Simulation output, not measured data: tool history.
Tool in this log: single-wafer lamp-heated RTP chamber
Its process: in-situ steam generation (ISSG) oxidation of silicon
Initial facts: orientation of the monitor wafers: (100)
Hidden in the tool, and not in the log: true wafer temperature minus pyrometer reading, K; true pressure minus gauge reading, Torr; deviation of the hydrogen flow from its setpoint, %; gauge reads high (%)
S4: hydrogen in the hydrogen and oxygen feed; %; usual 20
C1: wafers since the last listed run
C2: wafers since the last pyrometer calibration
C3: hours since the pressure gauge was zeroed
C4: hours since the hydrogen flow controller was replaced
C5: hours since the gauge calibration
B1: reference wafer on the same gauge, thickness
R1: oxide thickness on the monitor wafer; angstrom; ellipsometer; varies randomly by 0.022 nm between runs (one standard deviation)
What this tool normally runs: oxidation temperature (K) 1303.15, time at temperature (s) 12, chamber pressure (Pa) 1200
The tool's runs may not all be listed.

run 1 hour=0 | oxidation_temperature_(K)=1303.15 time_at_temperature_(s)=12 chamber_pressure_(Pa)=1200 S4=20 | C1=0 C2=485 C3=4867.9 C4=3505.9 C5=1548.4 | B1=4.048 | R1=48.65
run 2 hour=48.8 | oxidation_temperature_(K)=1303.15 time_at_temperature_(s)=12 chamber_pressure_(Pa)=1200 S4=20 | C1=492 C2=978 C3=4916.7 C4=3554.7 C5=1597.2 | B1=4.038 | R1=48.78
run 3 hour=151.8 | oxidation_temperature_(K)=1303.15 time_at_temperature_(s)=12 chamber_pressure_(Pa)=1200 S4=20 | C1=1039 C2=2018 C3=5019.7 C4=3657.7 C5=1700.2 | B1=4.067 | R1=48.56
run 4 hour=211.4 | oxidation_temperature_(K)=1303.15 time_at_temperature_(s)=12 chamber_pressure_(Pa)=1200 S4=20 | C1=601 C2=2619 C3=5079.3 C4=3717.3 C5=1759.8 | B1=4.078 | R1=48.55
run 5 hour=259.6 | oxidation_temperature_(K)=1303.15 time_at_temperature_(s)=12 chamber_pressure_(Pa)=1200 S4=20 | C1=486 C2=3106 C3=5127.5 C4=3765.5 C5=1808 | B1=4.059 | R1=48.31
-- hour=283.7 pressure gauge zeroed
run 6 hour=362.4 | oxidation_temperature_(K)=1303.15 time_at_temperature_(s)=12 chamber_pressure_(Pa)=1253 S4=20 | C1=956 C2=4063 C3=78.7 C4=3868.3 C5=1910.8 | B1=4.069 | R1=48.56
run 7 hour=436.5 | oxidation_temperature_(K)=1311.15 time_at_temperature_(s)=8 chamber_pressure_(Pa)=1280 S4=30 | C1=748 C2=4811 C3=152.8 C4=3942.4 C5=1984.9 | B1=4.084 | R1=46.06
run 8 hour=522 | oxidation_temperature_(K)=1303.15 time_at_temperature_(s)=12 chamber_pressure_(Pa)=1200 S4=20 | C1=863 C2=5674 C3=238.3 C4=4027.9 C5=2070.4 | B1=4.084 | R1=49.37
-- hour=608.4 pyrometer window cleaned and pyrometer calibrated
run 9 hour=608.9 | oxidation_temperature_(K)=1303.15 time_at_temperature_(s)=12 chamber_pressure_(Pa)=1200 S4=20 | C1=796 C2=4 C3=325.2 C4=4114.8 C5=2157.3 | B1=4.087 | R1=49.03
run 10 hour=663.9 | oxidation_temperature_(K)=1303.15 time_at_temperature_(s)=10 chamber_pressure_(Pa)=1147 S4=20 | C1=555 C2=559 C3=380.2 C4=4169.8 C5=2212.3 | B1=4.083 | R1=44.76
run 11 hour=741 | oxidation_temperature_(K)=1303.15 time_at_temperature_(s)=12 chamber_pressure_(Pa)=1200 S4=20 | C1=778 C2=1338 C3=457.3 C4=4246.9 C5=2289.4 | B1=4.096 | R1=48.72
run 12 hour=830.4 | oxidation_temperature_(K)=1303.15 time_at_temperature_(s)=9 chamber_pressure_(Pa)=1093 S4=20 | C1=902 C2=2240 C3=546.7 C4=4336.3 C5=2378.8 | B1=4.107 | R1=43.52
-- hour=844.3 gauge calibrated
run 13 hour=916 | oxidation_temperature_(K)=1303.15 time_at_temperature_(s)=15 chamber_pressure_(Pa)=1200 S4=16 | C1=864 C2=3104 C3=632.3 C4=4421.9 C5=71.7 | B1=3.961 | R1=50.32
run 14 hour=966.2 | oxidation_temperature_(K)=1289.15 time_at_temperature_(s)=12 chamber_pressure_(Pa)=1147 S4=14 | C1=506 C2=3611 C3=682.5 C4=4472.1 C5=121.9 | B1=3.966 | R1=41.46
run 15 hour=1026.2 | oxidation_temperature_(K)=1303.15 time_at_temperature_(s)=15 chamber_pressure_(Pa)=1200 S4=27 | C1=605 C2=4217 C3=742.5 C4=4532.1 C5=181.9 | B1=3.967 | R1=56.75
run 16 hour=1117.5 | oxidation_temperature_(K)=1303.15 time_at_temperature_(s)=12 chamber_pressure_(Pa)=1200 S4=20 | C1=921 C2=5138 C3=833.8 C4=4623.4 C5=273.2 | B1=3.982 | R1=47.72
run 17 hour=1162 | oxidation_temperature_(K)=1318.15 time_at_temperature_(s)=12 chamber_pressure_(Pa)=1200 S4=20 | C1=449 C2=5587 C3=878.3 C4=4667.9 C5=317.7 | B1=3.982 | R1=51.37
-- hour=1269.2 pyrometer window cleaned and pyrometer calibrated
run 18 hour=1269.7 | oxidation_temperature_(K)=1303.15 time_at_temperature_(s)=12 chamber_pressure_(Pa)=1200 S4=20 | C1=1006 C2=4 C3=986 C4=4775.6 C5=425.4 | B1=3.984 | R1=47.52
-- hour=1300.6 hydrogen flow controller replaced
run 19 hour=1358.4 | oxidation_temperature_(K)=1303.15 time_at_temperature_(s)=12 chamber_pressure_(Pa)=1200 S4=20 | C1=814 C2=819 C3=1074.7 C4=57.8 C5=514.1 | B1=3.997 | R1=47.78
run 20 hour=1452.5 | oxidation_temperature_(K)=1303.15 time_at_temperature_(s)=12 chamber_pressure_(Pa)=1200 S4=20 | C1=949 C2=1769 C3=1168.8 C4=151.9 C5=608.2 | B1=4.003 | R1=47.79
run 21 hour=1491.9 | oxidation_temperature_(K)=1303.15 time_at_temperature_(s)=12 chamber_pressure_(Pa)=1067 S4=20 | C1=397 C2=2166 C3=1208.2 C4=191.3 C5=647.6 | B1=4.006 | R1=48.4
run 22 hour=1555.1 | oxidation_temperature_(K)=1293.15 time_at_temperature_(s)=8 chamber_pressure_(Pa)=1347 S4=14 | C1=637 C2=2804 C3=1271.4 C4=254.5 C5=710.8 | B1=4.02 | R1=34.81
run 23 hour=1605.5 | oxidation_temperature_(K)=1303.15 time_at_temperature_(s)=12 chamber_pressure_(Pa)=1200 S4=20 | C1=508 C2=3313 C3=1321.8 C4=304.9 C5=761.2 | B1=4.008 | R1=48.24
run 24 hour=1677.7 | oxidation_temperature_(K)=1316.15 time_at_temperature_(s)=8 chamber_pressure_(Pa)=1347 S4=20 | C1=728 C2=4042 C3=1394 C4=377.1 C5=833.4 | B1=4.019 | R1=41.18
run 25 hour=1740.3 | oxidation_temperature_(K)=1303.15 time_at_temperature_(s)=12 chamber_pressure_(Pa)=1200 S4=20 | C1=631 C2=4674 C3=1456.6 C4=439.7 C5=896 | B1=4.023 | R1=47.87
run 26 hour=1780.3 | oxidation_temperature_(K)=1322.15 time_at_temperature_(s)=16 chamber_pressure_(Pa)=1347 S4=17 | C1=403 C2=5078 C3=1496.6 C4=479.7 C5=936 | B1=4.022 | R1=57.83
run 27 hour=1828.6 | oxidation_temperature_(K)=1303.15 time_at_temperature_(s)=12 chamber_pressure_(Pa)=1147 S4=25 | C1=487 C2=5565 C3=1544.9 C4=528 C5=984.3 | B1=4.018 | R1=51.24
run 28 hour=1919.8 | oxidation_temperature_(K)=1314.15 time_at_temperature_(s)=12 chamber_pressure_(Pa)=1200 S4=13 | C1=920 C2=6486 C3=1636.1 C4=619.2 C5=1075.5 | B1=4.028 | R1=45.77
-- hour=1981.8 pyrometer window cleaned and pyrometer calibrated
run 29 hour=2020.5 | oxidation_temperature_(K)=1321.15 time_at_temperature_(s)=12 chamber_pressure_(Pa)=1200 S4=20 | C1=935 C2=390 C3=1736.8 C4=719.9 C5=1176.2 | B1=4.043 | R1=52.52
run 30 hour=2087.8 | oxidation_temperature_(K)=1319.15 time_at_temperature_(s)=13 chamber_pressure_(Pa)=1200 S4=25 | C1=679 C2=1069 C3=1804.1 C4=787.2 C5=1243.5 | B1=4.054 | R1=56.83

Selected run-to-run steps in R1, each split into two signed amounts: the part the tool would show with no hidden state at all (from settings, incoming material and random variation), and the remainder, which goes to the hidden state together with any gauge scatter not common to the measured and the hidden-state-free results:
Run 12 -> 13: time at temperature (s) 9 -> 15, chamber pressure (Pa) 1093 -> 1200, S4 20 -> 16, gauge calibrated. R1 +6.8 angstrom: hidden state -1.44, all else +8.24.
Run 14 -> 15: oxidation temperature (K) 1289.15 -> 1303.15, time at temperature (s) 12 -> 15, chamber pressure (Pa) 1147 -> 1200, S4 14 -> 27. R1 +15.29 angstrom: hidden state +0.11, all else +15.18.
Run 21 -> 22: oxidation temperature (K) 1303.15 -> 1293.15, time at temperature (s) 12 -> 8, chamber pressure (Pa) 1067 -> 1347, S4 20 -> 14. R1 -13.59 angstrom: hidden state -0.13, all else -13.46.
Run 22 -> 23: oxidation temperature (K) 1293.15 -> 1303.15, time at temperature (s) 8 -> 12, chamber pressure (Pa) 1347 -> 1200, S4 14 -> 20. R1 +13.43 angstrom: hidden state +0.21, all else +13.22.
Run 28 -> 29: oxidation temperature (K) 1314.15 -> 1321.15, S4 13 -> 20, pyrometer window cleaned and pyrometer calibrated. R1 +6.75 angstrom: hidden state +0.22, all else +6.53.
